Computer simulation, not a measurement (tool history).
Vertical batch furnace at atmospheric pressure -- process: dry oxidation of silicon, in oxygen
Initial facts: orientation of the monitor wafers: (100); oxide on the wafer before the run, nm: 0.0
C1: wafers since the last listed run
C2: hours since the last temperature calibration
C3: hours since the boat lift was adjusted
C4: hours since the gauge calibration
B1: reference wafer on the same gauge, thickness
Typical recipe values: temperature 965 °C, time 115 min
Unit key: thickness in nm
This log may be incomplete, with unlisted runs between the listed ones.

run 1 hour=0 | temperature=965 time=95.5 | C1=0 C2=1878.6 C3=3249.4 C4=378.6 | B1=52.5 | thickness=54.52
run 2 hour=44.5 | temperature=965 time=95.5 | C1=372 C2=1923.1 C3=3293.9 C4=423.1 | B1=52.49 | thickness=54.49
run 3 hour=136.7 | temperature=965 time=95.5 | C1=770 C2=2015.3 C3=3386.1 C4=515.3 | B1=52.5 | thickness=54.47
run 4 hour=173.2 | temperature=965 time=115 | C1=305 C2=2051.8 C3=3422.6 C4=551.8 | B1=52.5 | thickness=62.33
run 5 hour=243.5 | temperature=965 time=115 | C1=587 C2=2122.1 C3=3492.9 C4=622.1 | B1=52.51 | thickness=62.13
run 6 hour=298.9 | temperature=965 time=115 | C1=463 C2=2177.5 C3=3548.3 C4=677.5 | B1=52.51 | thickness=62.26
run 7 hour=405.3 | temperature=965 time=115 | C1=889 C2=2283.9 C3=3654.7 C4=783.9 | B1=52.49 | thickness=62.24
run 8 hour=474.4 | temperature=965 time=115 | C1=577 C2=2353 C3=3723.8 C4=853 | B1=52.5 | thickness=62.35
-- hour=553.6 boat lift adjusted
run 9 hour=563.6 | temperature=979 time=86.5 | C1=545 C2=2442.2 C3=10 C4=942.2 | B1=52.5 | thickness=58.59
-- hour=600 gauge calibrated
run 10 hour=628.5 | temperature=965 time=115 | C1=542 C2=2507.1 C3=74.9 C4=28.5 | B1=52.49 | thickness=63.97
-- hour=701.7 thermocouples replaced and temperature profile calibrated
run 11 hour=711 | temperature=944 time=75.5 | C1=489 C2=9.3 C3=157.4 C4=111 | B1=52.5 | thickness=37.37
run 12 hour=754.6 | temperature=972 time=157.5 | C1=364 C2=52.9 C3=201 C4=154.6 | B1=52.52 | thickness=81.21
run 13 hour=791.1 | temperature=984 time=156 | C1=305 C2=89.4 C3=237.5 C4=191.1 | B1=52.5 | thickness=88.2
run 14 hour=947 | temperature=965 time=115 | C1=1303 C2=245.3 C3=393.4 C4=347 | B1=52.51 | thickness=61.52
run 15 hour=984.5 | temperature=985 time=164.5 | C1=313 C2=282.8 C3=430.9 C4=384.5 | B1=52.5 | thickness=93.27

Estimate the outcome of run 16 from the log above:
run 16 hour=1069.6 | temperature=944 time=115 | C1=711 C2=367.9 C3=516 C4=469.6 | B1=? | thickness=?

{"run 16": {"B1": 52.5, "thickness": 50.8}}
Without the tool's hidden state the same run would have given thickness 50.32 nm.

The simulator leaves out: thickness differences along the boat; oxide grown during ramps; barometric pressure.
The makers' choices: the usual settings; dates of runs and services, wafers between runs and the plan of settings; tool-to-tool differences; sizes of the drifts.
